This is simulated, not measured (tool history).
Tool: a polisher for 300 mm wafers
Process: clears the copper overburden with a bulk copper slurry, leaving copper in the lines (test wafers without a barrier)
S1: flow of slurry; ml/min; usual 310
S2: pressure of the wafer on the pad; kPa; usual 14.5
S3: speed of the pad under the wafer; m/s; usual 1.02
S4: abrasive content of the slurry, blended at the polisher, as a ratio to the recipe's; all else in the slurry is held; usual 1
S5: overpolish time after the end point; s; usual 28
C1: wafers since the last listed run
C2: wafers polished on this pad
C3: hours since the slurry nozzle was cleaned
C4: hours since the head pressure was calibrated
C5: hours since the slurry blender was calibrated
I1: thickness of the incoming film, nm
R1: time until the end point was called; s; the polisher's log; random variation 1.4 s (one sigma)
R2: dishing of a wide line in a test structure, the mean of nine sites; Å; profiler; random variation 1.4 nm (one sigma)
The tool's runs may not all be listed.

| run | day | S1 | S2 | S3 | S4 | S5 | C1 | C2 | C3 | C4 | C5 | I1 | R1 | R2 |
|---|---|---|---|---|---|---|---|---|---|---|---|---|---|---|
| 1 | 0 | 310 | 14.5 | 1.02 | 1 | 28 | 0 | 87 | 275.7 | 379.8 | 101.7 | 1117.8 | 124 | 691 |
| 2 | 0.738 | 310 | 14.5 | 1.02 | 1 | 42 | 120 | 207 | 293.4 | 397.5 | 119.4 | 1105 | 121.8 | 805 |
| 3 | 1.071 | 355 | 14.5 | 0.92 | 1 | 28 | 54 | 261 | 301.4 | 405.5 | 127.4 | 1123.6 | 134.1 | 697 |
| 4 | 1.425 | 310 | 14.5 | 1.02 | 1.15 | 28 | 57 | 319 | 309.9 | 414 | 135.9 | 1106.6 | 121.3 | 705 |
| 5 | 2.508 | 310 | 14.5 | 1.02 | 1.1 | 28 | 176 | 495 | 335.9 | 440 | 161.9 | 1097.4 | 117.9 | 736 |
| 6 | 2.983 | 345 | 14.5 | 1.02 | 1 | 28 | 77 | 573 | 347.3 | 451.4 | 173.3 | 1117.7 | 120.2 | 735 |
| 7 | 3.583 | 310 | 14.5 | 1.02 | 1.25 | 28 | 97 | 671 | 361.7 | 465.8 | 187.7 | 1106.9 | 116.9 | 718 |
|  | 4.288 | slurry nozzle cleaned |
|  | 5.2 | head pressure recalibrated |
| 8 | 5.358 | 310 | 14.5 | 0.74 | 1 | 28 | 268 | 939 | 25.7 | 3.8 | 230.3 | 1084.8 | 148.8 | 677 |
|  | 5.733 | worn pad replaced by a new one |
| 9 | 5.754 | 310 | 14.5 | 1.16 | 1 | 28 | 37 | 3 | 35.2 | 13.3 | 239.8 | 1103 | 96.3 | 743 |
| 10 | 6.042 | 265 | 11 | 1.02 | 1 | 28 | 46 | 50 | 42.1 | 20.2 | 246.7 | 1113.6 | 148.2 | 666 |
|  | 6.529 | slurry blender recalibrated |
| 11 | 6.642 | 310 | 15.9 | 1.02 | 0.85 | 17 | 84 | 134 | 56.5 | 34.6 | 2.7 | 1109.9 | 105 | 682 |
| 12 | 7.017 | 310 | 19.3 | 1.02 | 0.8 | 33 | 61 | 195 | 65.5 | 43.6 | 11.7 | 1104.9 | 85 | 835 |
| 13 | 7.442 | 310 | 14.5 | 1.2 | 1 | 28 | 69 | 264 | 75.7 | 53.8 | 21.9 | 1107 | 93 | 782 |
| 14 | 7.804 | 310 | 18.6 | 0.74 | 1.25 | 28 | 59 | 323 | 84.4 | 62.5 | 30.6 | 1107.7 | 112.3 | 777 |
| 15 | 8.421 | 395 | 14.5 | 0.72 | 0.8 | 36 | 100 | 424 | 99.2 | 77.3 | 45.4 | 1107.4 | 160.3 | 745 |
| 16 | 9.038 | 265 | 17.9 | 1.02 | 1 | 28 | 100 | 524 | 114 | 92.1 | 60.2 | 1107 | 91.4 | 803 |
|  | 9.858 | head pressure recalibrated, repeated, since the last time left the tool worse |
| 17 | 9.879 | 360 | 14.5 | 0.8 | 1.1 | 38 | 123 | 648 | 134.2 | 0.5 | 80.4 | 1089.1 | 151.4 | 726 |
| 18 | 10.1 | 370 | 11 | 1.02 | 1 | 28 | 35 | 684 | 139.5 | 5.8 | 85.7 | 1119.5 | 162.6 | 603 |
| 19 | 10.65 | 360 | 14.5 | 1.02 | 1 | 28 | 89 | 773 | 152.7 | 19 | 98.9 | 1101.3 | 123.7 | 708 |
| 20 | 11.25 | 370 | 11 | 1.02 | 1 | 28 | 97 | 871 | 167.1 | 33.4 | 113.3 | 1102.9 | 160.3 | 604 |
| 21 | 11.571 | 310 | 14.5 | 1.02 | 1 | 28 | 52 | 923 | 174.8 | 41.1 | 121 | 1098.1 | 125.5 | 702 |
| 22 | 11.875 | 310 | 14.5 | 1.02 | 1 | 18 | 49 | 973 | 182.1 | 48.4 | 128.3 | 1100.2 | 124.4 | 626 |
| 23 | 12.392 | 310 | 14.5 | 1.02 | 1 | 28 | 84 | 1057 | 194.5 | 60.8 | 140.7 | 1105.3 | 124.9 | 697 |
|  | 12.6 | worn pad replaced by a new one |
| 24 | 12.838 | 400 | 11 | 1.2 | 0.75 | 28 | 45 | 38 | 205.2 | 71.5 | 151.4 | 1102.4 | 142.7 | 644 |
| 25 | 13.138 | 310 | 14.5 | 1.02 | 1 | 28 | 48 | 87 | 212.4 | 78.7 | 158.6 | 1109.3 | 125.7 | 701 |
| 26 | 13.879 | 310 | 14.5 | 1.02 | 1.1 | 17 | 120 | 208 | 230.2 | 96.5 | 176.4 | 1119.1 | 126.4 | 584 |
| 27 | 14.317 | 310 | 14.5 | 1.14 | 1 | 28 | 71 | 279 | 240.7 | 107 | 186.9 | 1116.2 | 114.8 | 736 |

5 ways to go on from here, each from the tool as it stands after run 27. What would each give?
| A | 14.338 | 310 | 12.4 | 1.02 | 1 | 28 | 3 | 283 | 241.2 | 107.5 | 187.4 | 1109.4 | ? | ? |
| B | 14.338 | 240 | 17.2 | 1.02 | 0.75 | 28 | 3 | 283 | 241.2 | 107.5 | 187.4 | 1109.4 | ? | ? |
| C | 14.338 | 420 | 10.3 | 1.02 | 0.9 | 11 | 3 | 283 | 241.2 | 107.5 | 187.4 | 1109.4 | ? | ? |
| D | 14.338 | 265 | 14.5 | 1.02 | 1.1 | 23 | 3 | 283 | 241.2 | 107.5 | 187.4 | 1109.4 | ? | ? |
| E | 14.338 | 310 | 14.5 | 1.02 | 1.2 | 16 | 3 | 283 | 241.2 | 107.5 | 187.4 | 1109.4 | ? | ? |

| run | R1 | R2 |
|---|---|---|
| A | 144.2 | 669 |
| B | 112.5 | 761 |
| C | 172.2 | 368 |
| D | 123.4 | 679 |
| E | 119.3 | 593 |
Without the tool's hidden state the same runs would have given:
| run | R1 | R2 |
|---|---|---|
| A | 146.8 | 663 |
| B | 114.6 | 755 |
| C | 175.3 | 363 |
| D | 125.6 | 672 |
| E | 121.5 | 586 |
